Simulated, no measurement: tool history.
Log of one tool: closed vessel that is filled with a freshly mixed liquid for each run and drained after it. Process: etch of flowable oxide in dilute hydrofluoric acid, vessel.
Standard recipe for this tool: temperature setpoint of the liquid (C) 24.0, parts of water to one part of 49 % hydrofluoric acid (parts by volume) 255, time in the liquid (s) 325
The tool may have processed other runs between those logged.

| run | day | temperature setpoint of the liquid (C) | parts of water to one part of 49 % hydrofluoric acid (parts by volume) | time in the liquid (s) | wafers since the last listed run | hours since the thermometer was replaced | hours since the hydrofluoric acid flow meter was replaced | hours since the gauge calibration | read-back film thickness of the flowable oxide reference wafer, read on the same gauge (nm) | thickness taken off the flowable oxide on a monitor wafer (Å) |
|---|---|---|---|---|---|---|---|---|---|---|
| 1 | 0.000 | 24.0 | 255 | 325 | 0 | 563.7 | 528.5 | 290.4 | 139.98 | 531.5 |
| 2 | 1.917 | 24.0 | 255 | 325 | 3062 | 609.7 | 574.5 | 336.4 | 140.00 | 531.4 |
| 3 | 4.538 | 24.0 | 255 | 325 | 4188 | 672.6 | 637.4 | 399.3 | 140.03 | 528.3 |
| 4 | 5.996 | 24.0 | 255 | 325 | 2330 | 707.6 | 672.4 | 434.3 | 140.04 | 533.4 |
| 5 | 7.658 | 24.0 | 255 | 325 | 2656 | 747.5 | 712.3 | 474.2 | 140.02 | 543.8 |
| 6 | 10.208 | 24.0 | 255 | 325 | 4074 | 808.7 | 773.5 | 535.4 | 139.97 | 542.8 |
| 7 | 11.367 | 24.0 | 255 | 325 | 1851 | 836.5 | 801.3 | 563.2 | 139.97 | 537.3 |
|  | 13.275 | gauge calibrated |
| 8 | 13.675 | 21.0 | 355 | 210 | 3688 | 891.9 | 856.7 | 9.6 | 139.99 | 206.6 |
| 9 | 16.025 | 26.5 | 365 | 510 | 3755 | 948.3 | 913.1 | 66.0 | 139.97 | 576.3 |

Run 10 comes next. What will it give?
|  | 17.571 | thermometer replaced |
|  | 17.662 | hydrofluoric acid flow meter replaced |
| 10 | 18.771 | 26.5 | 365 | 510 | 4254 | 28.8 | 26.6 | 131.9 | ? | ? |

Logged for run 10: read-back film thickness of the flowable oxide reference wafer, read on the same gauge (nm) 140.03, thickness taken off the flowable oxide on a monitor wafer (Å) 544.5.
The same run, on a tool lacking any hidden state, would have yielded thickness taken off the flowable oxide on a monitor wafer (Å) 539.6.
